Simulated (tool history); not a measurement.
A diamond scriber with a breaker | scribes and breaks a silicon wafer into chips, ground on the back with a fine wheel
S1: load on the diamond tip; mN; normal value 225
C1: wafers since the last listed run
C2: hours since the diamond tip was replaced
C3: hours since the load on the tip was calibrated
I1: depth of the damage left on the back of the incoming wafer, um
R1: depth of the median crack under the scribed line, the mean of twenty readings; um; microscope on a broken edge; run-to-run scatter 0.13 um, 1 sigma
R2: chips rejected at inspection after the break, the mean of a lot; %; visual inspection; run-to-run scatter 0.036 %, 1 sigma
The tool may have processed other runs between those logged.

run   hour   S1   C1     C2      C3    I1     R1    R2
  1      0  225    0  211.3  1256.2  2.39  13.63  1.54
  2   37.2  225   57  248.5  1293.4  1.97  13.68  1.48
  3   94.7  225   88    306  1350.9  2.45  13.35  2.15
  4  194.2  225  153  405.5  1450.4  2.12  12.85  2.86
  5  238.6  192   68  449.9  1494.8  1.54   11.4  6.19
     270.4  -- diamond tip replaced by a new one
  6  296.5  192   86   26.1  1552.7  2.62  12.39  3.61
  7  370.2  225  113   99.8  1626.4  2.24  13.75   1.4
  8  407.5  206   57  137.1  1663.7  1.76  13.12  2.35
  9  491.2  262  128  220.8  1747.4  1.84   14.7  0.72
     560.8  -- load on the tip recalibrated
 10  575.3  205  126  304.9    14.5  1.55  13.31  1.71
 11  660.1  190  130  389.7    99.3  2.56  12.45  3.98
     712.2  -- diamond tip replaced by a new one
 12  712.7  225   77    0.5   151.9  1.63  14.82  0.64
 13  809.6  177  149   97.4   248.8  2.22  12.71  2.88
 14  877.3  170  104  165.1   316.5  2.53  12.35  4.33

Each row is a separate what-if for the run after 14, all from the same tool condition, not one after another. Results?
  A   878  225   1  165.8  317.2  2.16   ?   ?
  B   878  174   1  165.8  317.2  2.16   ?   ?
  C   878  288   1  165.8  317.2  2.16   ?   ?
  D   878  272   1  165.8  317.2  2.16   ?   ?

run     R1    R2
  A  14.54  0.89
  B  12.48  3.62
  C  16.91  2.27
  D  16.32  1.59
Without the tool's hidden state the same runs would have given:
run     R1    R2
  A  14.82  0.84
  B  12.71  3.07
  C  17.23  2.72
  D  16.63  1.93
